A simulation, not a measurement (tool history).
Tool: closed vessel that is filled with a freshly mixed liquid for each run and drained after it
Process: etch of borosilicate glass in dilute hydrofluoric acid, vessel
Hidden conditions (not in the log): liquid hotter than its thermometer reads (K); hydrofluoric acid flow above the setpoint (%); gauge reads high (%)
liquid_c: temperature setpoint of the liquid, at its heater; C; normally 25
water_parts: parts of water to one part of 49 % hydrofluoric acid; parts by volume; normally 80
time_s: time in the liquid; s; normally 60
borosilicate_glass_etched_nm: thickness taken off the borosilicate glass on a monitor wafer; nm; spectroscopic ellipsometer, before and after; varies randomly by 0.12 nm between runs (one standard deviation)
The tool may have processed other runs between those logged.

run    hour  liquid_c  water_parts  time_s  wafers since the last listed run  hours since the thermometer was replaced  hours since the hydrofluoric acid flow meter was replaced  hours since the gauge calibration  read-back film thickness of the borosilicate glass reference wafer, read on the same gauge (nm)  borosilicate_glass_etched_nm
  1       0        25           60      60                                 0                                    1066.8                                                     1582.7                              895.4                                                                                            90.03                          44.8
  2    64.4        25           60      60                              6192                                    1131.2                                                     1647.1                              959.8                                                                                               90                          45.3
  3   108.5        25           80      60                              4240                                    1175.3                                                     1691.2                             1003.9                                                                                            90.03                         32.78
  4   141.5        25           80      60                              3173                                    1208.3                                                     1724.2                             1036.9                                                                                            90.01                         32.97
  5   193.3        25           65      60                              4981                                    1260.1                                                       1776                             1088.7                                                                                            89.98                         41.48
  6   230.4        25           65      60                              3567                                    1297.2                                                     1813.1                             1125.8                                                                                            89.99                         41.44
  7   288.4        25           65      60                              5577                                    1355.2                                                     1871.1                             1183.8                                                                                            89.98                         41.44
  8   425.6        25          110      60                             13193                                    1492.4                                                     2008.3                               1321                                                                                            90.03                          23.2
  9   481.6        25          110      60                              5385                                    1548.4                                                     2064.3                               1377                                                                                            90.01                         23.22
 10   539.5      26.5           80      60                              5567                                    1606.3                                                     2122.2                             1434.9                                                                                            89.96                         35.07
 11   573.9        25           80      60                              3308                                    1640.7                                                     2156.6                             1469.3                                                                                            90.02                         33.21
 12   618.7        25           80      60                              4308                                    1685.5                                                     2201.4                             1514.1                                                                                            89.98                         33.21
 13   652.6        25           80      60                              3259                                    1719.4                                                     2235.3                               1548                                                                                            90.01                         33.34
 14   681.8        25           80      60                              2807                                    1748.6                                                     2264.5                             1577.2                                                                                               90                         32.97
 15     733        25           80      90                              4923                                    1799.8                                                     2315.7                             1628.4                                                                                            89.99                         49.54
      790.4  -- thermometer replaced
 16   792.1        25           80      75                              5587                                       1.7                                                     2374.8                             1687.5                                                                                               90                         40.48
 17   852.2        25          110      35                              5779                                      61.8                                                     2434.9                             1747.6                                                                                            89.99                         13.21
 18     905      21.5           95      80                              5077                                     114.6                                                     2487.7                             1800.4                                                                                               90                          31.1
      915.6  -- gauge calibrated
 19   972.7      29.5          100      90                              6510                                     182.3                                                     2555.4                               57.1                                                                                            89.99                         45.23
 20  1029.5        25           80      60                              5462                                     239.1                                                     2612.2                              113.9                                                                                               90                         32.39
 21  1079.8        25           80      60                              4837                                     289.4                                                     2662.5                              164.2                                                                                            90.01                         32.55
 22  1128.5        25           80      60                              4683                                     338.1                                                     2711.2                              212.9                                                                                               90                         32.39
 23  1155.7        23           95      30                              2615                                     365.3                                                     2738.4                              240.1                                                                                            90.03                         12.33
 24  1186.5        21          105      45                              2961                                     396.1                                                     2769.2                              270.9                                                                                               90                         15.41
     1194.5  -- hydrofluoric acid flow meter replaced
 25  1214.2        28           80      45                              2567                                     423.8                                                       19.7                              298.6                                                                                            89.99                          27.4
 26  1258.3        25           80      60                              4240                                     467.9                                                       63.8                              342.7                                                                                            90.01                         32.59
 27  1311.2        25           50      80                              5087                                     520.8                                                      116.7                              395.6                                                                                            90.01                         72.09
 28  1376.8        29           80      50                              6308                                     586.4                                                      182.3                              461.2                                                                                            89.98                         31.83
 29  1418.7      28.5          105      40                              4029                                     628.3                                                      224.2                              503.1                                                                                            90.01                         18.29
 30  1471.8        25           50      60                              5106                                     681.4                                                      277.3                              556.2                                                                                            90.03                          54.1
 31  1533.4        25           80      60                              5923                                       743                                                      338.9                              617.8                                                                                            90.02                         32.55
 32  1587.5        25           80      40                              5202                                     797.1                                                        393                              671.9                                                                                            90.02                         21.74

Forecast each of these 5 alternatives for the next run:
  A  1588.2        25           80      30                                67                                     797.8                                                      393.7                              672.6                                                                                                ?                             ?
  B  1588.2        25           55      60                                67                                     797.8                                                      393.7                              672.6                                                                                                ?                             ?
  C  1588.2      29.5           95      60                                67                                     797.8                                                      393.7                              672.6                                                                                                ?                             ?
  D  1588.2        22           65      35                                67                                     797.8                                                      393.7                              672.6                                                                                                ?                             ?
  E  1588.2        25           95      60                                67                                     797.8                                                      393.7                              672.6                                                                                                ?                             ?

run  read-back film thickness of the borosilicate glass reference wafer, read on the same gauge (nm)  borosilicate_glass_etched_nm
  A                                                                                            90.04                         16.39
  B                                                                                            90.04                          49.3
  C                                                                                            90.04                          32.2
  D                                                                                            90.04                         21.25
  E                                                                                            90.04                         27.08
With the hidden condition removed and each run's random variation left untouched, the same runs would have given:
run  borosilicate_glass_etched_nm
  A                         16.18
  B                         48.65
  C                          31.8
  D                         20.96
  E                         26.73
